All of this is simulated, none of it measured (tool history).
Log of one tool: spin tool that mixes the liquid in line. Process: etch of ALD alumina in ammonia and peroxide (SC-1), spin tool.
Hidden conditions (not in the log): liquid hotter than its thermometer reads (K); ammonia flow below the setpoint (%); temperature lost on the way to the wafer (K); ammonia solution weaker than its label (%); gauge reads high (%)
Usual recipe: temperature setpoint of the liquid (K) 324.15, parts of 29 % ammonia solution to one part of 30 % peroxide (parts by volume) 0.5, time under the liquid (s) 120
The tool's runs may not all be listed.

run	hour	temperature setpoint of the liquid (K)	parts of 29 % ammonia solution to one part of 30 % peroxide (parts by volume)	time under the liquid (s)	wafers since the last listed run	hours since the thermometer was replaced	hours since the ammonia flow meter was replaced	hours since the heated supply line was repaired	hours since the drum of ammonia solution was connected	hours since the gauge calibration	read-back film thickness of the ALD alumina reference wafer, read on the same gauge (nm)	thickness taken off the ALD alumina on a monitor wafer (Å)
1	0	324.15	0.5	120	0	1199.3	459.2	2665.8	339.1	276.1	99.98	95.2
2	25	324.15	0.5	120	218	1224.3	484.2	2690.8	364.1	301.1	99.98	95.9
3	87.6	324.15	0.5	120	547	1286.9	546.8	2753.4	426.7	363.7	99.96	95.2
4	150.5	324.15	0.5	120	549	1349.8	609.7	2816.3	489.6	426.6	100	94.7
5	177.8	324.15	0.45	120	238	1377.1	637	2843.6	516.9	453.9	100.01	94.5
6	263.9	324.15	0.45	120	752	1463.2	723.1	2929.7	603	540	100	93.1
7	295.8	324.15	0.45	120	278	1495.1	755	2961.6	634.9	571.9	100.01	92.5
8	328.1	316.15	0.5	120	282	1527.4	787.3	2993.9	667.2	604.2	99.95	59.6
9	381.7	324.15	0.5	120	468	1581	840.9	3047.5	720.8	657.8	100.04	91
10	415.8	324.15	0.5	120	298	1615.1	875	3081.6	754.9	691.9	100.01	93.8
# hour 434.8: heated supply line repaired
11	472	324.15	0.5	120	482	1671.3	931.2	37.2	811.1	748.1	100.01	116.8
# hour 531.7: new drum of ammonia solution connected
12	542.7	333.15	0.5	120	609	1742	1001.9	107.9	11	818.8	99.99	189.2
# hour 575.2: ammonia flow meter replaced
13	606.6	324.15	0.35	90	549	1805.9	31.4	171.8	74.9	882.7	99.99	84.4
# hour 627.6: thermometer replaced
14	642	315.15	0.5	85	300	14.4	66.8	207.2	110.3	918.1	100.05	49.8
# hour 652.8: gauge calibrated
15	697.7	316.15	0.5	120	486	70.1	122.5	262.9	166	44.9	99.99	74.1
16	746.3	324.15	0.35	120	424	118.7	171.1	311.5	214.6	93.5	100	112.7
17	783.8	324.15	0.5	120	327	156.2	208.6	349	252.1	131	99.99	116.3
18	833	324.15	0.35	120	430	205.4	257.8	398.2	301.3	180.2	100	112.3
19	864.3	320.15	0.5	60	273	236.7	289.1	429.5	332.6	211.5	99.98	45.9
20	922.4	330.65	0.6	90	507	294.8	347.2	487.6	390.7	269.6	99.95	123.9
21	972.9	329.15	0.7	150	441	345.3	397.7	538.1	441.2	320.1	100	192.6
22	1011.7	320.15	0.25	60	339	384.1	436.5	576.9	480	358.9	100	43.1

For some of the steps in thickness taken off the ALD alumina on a monitor wafer (Å) from one run to the next: how much would appear even if the tool had no hidden state, given the settings, what came in and random variation, and how much remains for the hidden state plus any gauge scatter that the measured result and the result without hidden state don't share?
Run 8 -> 9: temperature setpoint of the liquid (K) 316.15 -> 324.15. thickness taken off the ALD alumina on a monitor wafer (Å) +31.4: hidden state -7.8, all else +39.2.
Run 10 -> 11: heated supply line repaired. thickness taken off the ALD alumina on a monitor wafer (Å) +23: hidden state +25.1, all else -2.1.
Run 12 -> 13: temperature setpoint of the liquid (K) 333.15 -> 324.15, parts of 29 % ammonia solution to one part of 30 % peroxide (parts by volume) 0.5 -> 0.35, time under the liquid (s) 120 -> 90, ammonia flow meter replaced. thickness taken off the ALD alumina on a monitor wafer (Å) -104.8: hidden state +0.5, all else -105.3.
Run 21 -> 22: temperature setpoint of the liquid (K) 329.15 -> 320.15, parts of 29 % ammonia solution to one part of 30 % peroxide (parts by volume) 0.7 -> 0.25, time under the liquid (s) 150 -> 60. thickness taken off the ALD alumina on a monitor wafer (Å) -149.5: hidden state +5.2, all else -154.7.

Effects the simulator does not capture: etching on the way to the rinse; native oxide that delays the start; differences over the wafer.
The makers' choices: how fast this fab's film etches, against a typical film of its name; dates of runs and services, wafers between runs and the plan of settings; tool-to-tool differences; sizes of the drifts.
